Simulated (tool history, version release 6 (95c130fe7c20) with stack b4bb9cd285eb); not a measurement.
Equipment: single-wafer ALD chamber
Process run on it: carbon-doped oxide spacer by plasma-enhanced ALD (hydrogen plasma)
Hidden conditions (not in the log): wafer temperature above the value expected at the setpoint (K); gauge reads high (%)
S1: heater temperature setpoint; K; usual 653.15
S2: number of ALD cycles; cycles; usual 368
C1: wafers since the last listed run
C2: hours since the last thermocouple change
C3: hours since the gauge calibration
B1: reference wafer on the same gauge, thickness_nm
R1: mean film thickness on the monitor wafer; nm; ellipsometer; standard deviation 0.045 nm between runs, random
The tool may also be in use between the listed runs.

run,hour,S1,S2,C1,C2,C3,B1,R1
1,0.0,653.15,397,0,2433.4,141.2,15.397,19.285
2,16.6,653.15,397,17,2450.0,157.8,15.395,19.337
# hour 22.7: gauge calibrated
3,26.1,653.15,397,10,2459.5,3.4,15.404,19.316
4,32.7,653.15,368,7,2466.1,10.0,15.396,17.811
5,47.9,653.15,368,16,2481.3,25.2,15.403,17.898
6,54.0,653.15,368,6,2487.4,31.3,15.388,17.832
7,60.9,653.15,368,7,2494.3,38.2,15.400,17.995
8,71.1,653.15,368,10,2504.5,48.4,15.400,17.865
9,81.7,643.15,422,11,2515.1,59.0,15.400,20.406
10,89.8,643.15,422,8,2523.2,67.1,15.406,20.504
11,105.9,653.15,368,17,2539.3,83.2,15.396,17.951
12,115.9,653.15,352,10,2549.3,93.2,15.393,17.160
13,128.1,653.15,352,13,2561.5,105.4,15.397,17.089
14,136.4,653.15,352,8,2569.8,113.7,15.399,17.096
# hour 160.3: thermocouple changed; heater temperature recalibrated
15,160.8,653.15,368,17,0.5,138.1,15.399,17.938
16,161.7,653.15,368,0,1.4,139.0,15.403,17.906

Run 17 is up next; what results do you expect?
17,174.6,653.15,368,13,14.3,151.9,?,?

B1: 15.404
R1: 17.909 nm
On a tool with no hidden condition, and with the same random variation, this run would have come out at R1 17.909 nm.
